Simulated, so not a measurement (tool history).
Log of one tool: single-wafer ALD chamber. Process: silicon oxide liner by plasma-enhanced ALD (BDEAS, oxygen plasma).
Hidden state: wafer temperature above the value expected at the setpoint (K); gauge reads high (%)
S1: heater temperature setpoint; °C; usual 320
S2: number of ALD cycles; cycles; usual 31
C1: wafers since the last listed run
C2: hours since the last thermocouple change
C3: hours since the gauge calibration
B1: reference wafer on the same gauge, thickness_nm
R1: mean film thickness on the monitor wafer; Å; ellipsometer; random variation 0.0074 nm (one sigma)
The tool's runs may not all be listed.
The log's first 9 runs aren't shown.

run 10 hour=787.1 | S1=320 S2=31 | C1=437 C2=1047.1 C3=1097.1 | B1=3.450 | R1=29.28
run 11 hour=845.3 | S1=320 S2=31 | C1=445 C2=1105.3 C3=1155.3 | B1=3.450 | R1=29.30
run 12 hour=889.5 | S1=320 S2=31 | C1=338 C2=1149.5 C3=1199.5 | B1=3.451 | R1=29.40
run 13 hour=953.0 | S1=320 S2=31 | C1=485 C2=1213.0 C3=1263.0 | B1=3.450 | R1=29.27
run 14 hour=1012.5 | S1=320 S2=31 | C1=455 C2=1272.5 C3=1322.5 | B1=3.451 | R1=29.24
run 15 hour=1051.1 | S1=320 S2=31 | C1=295 C2=1311.1 C3=1361.1 | B1=3.450 | R1=29.32
run 16 hour=1152.6 | S1=320 S2=31 | C1=776 C2=1412.6 C3=1462.6 | B1=3.450 | R1=29.31
run 17 hour=1245.0 | S1=320 S2=31 | C1=706 C2=1505.0 C3=1555.0 | B1=3.450 | R1=29.39
run 18 hour=1341.7 | S1=320 S2=31 | C1=739 C2=1601.7 C3=1651.7 | B1=3.451 | R1=29.33
-- hour=1386.2 thermocouple changed; heater temperature recalibrated
run 19 hour=1448.6 | S1=325 S2=26 | C1=756 C2=62.4 C3=1758.6 | B1=3.449 | R1=24.63
run 20 hour=1556.3 | S1=334 S2=25 | C1=824 C2=170.1 C3=1866.3 | B1=3.450 | R1=23.26
run 21 hour=1592.5 | S1=312 S2=31 | C1=276 C2=206.3 C3=1902.5 | B1=3.450 | R1=29.85
run 22 hour=1659.3 | S1=332 S2=34 | C1=511 C2=273.1 C3=1969.3 | B1=3.450 | R1=31.80
run 23 hour=1727.8 | S1=330 S2=35 | C1=524 C2=341.6 C3=2037.8 | B1=3.450 | R1=32.89
run 24 hour=1921.7 | S1=315 S2=25 | C1=1483 C2=535.5 C3=2231.7 | B1=3.451 | R1=23.75
run 25 hour=2015.1 | S1=320 S2=31 | C1=714 C2=628.9 C3=2325.1 | B1=3.451 | R1=29.40
-- hour=2085.2 gauge calibrated
run 26 hour=2101.3 | S1=320 S2=28 | C1=659 C2=715.1 C3=16.1 | B1=3.451 | R1=26.53
run 27 hour=2198.3 | S1=328 S2=31 | C1=742 C2=812.1 C3=113.1 | B1=3.449 | R1=29.02
run 28 hour=2352.2 | S1=313 S2=33 | C1=1177 C2=966.0 C3=267.0 | B1=3.449 | R1=31.36
run 29 hour=2406.9 | S1=312 S2=31 | C1=418 C2=1020.7 C3=321.7 | B1=3.450 | R1=29.69

The next listed run, before its measurement:
run 30 hour=2510.8 | S1=320 S2=31 | C1=794 C2=1124.6 C3=425.6 | B1=? | R1=?

{"run 30": {"B1": 3.45, "R1": 29.31}}
Without the tool's hidden state the same run would have given R1 29.56 Å.
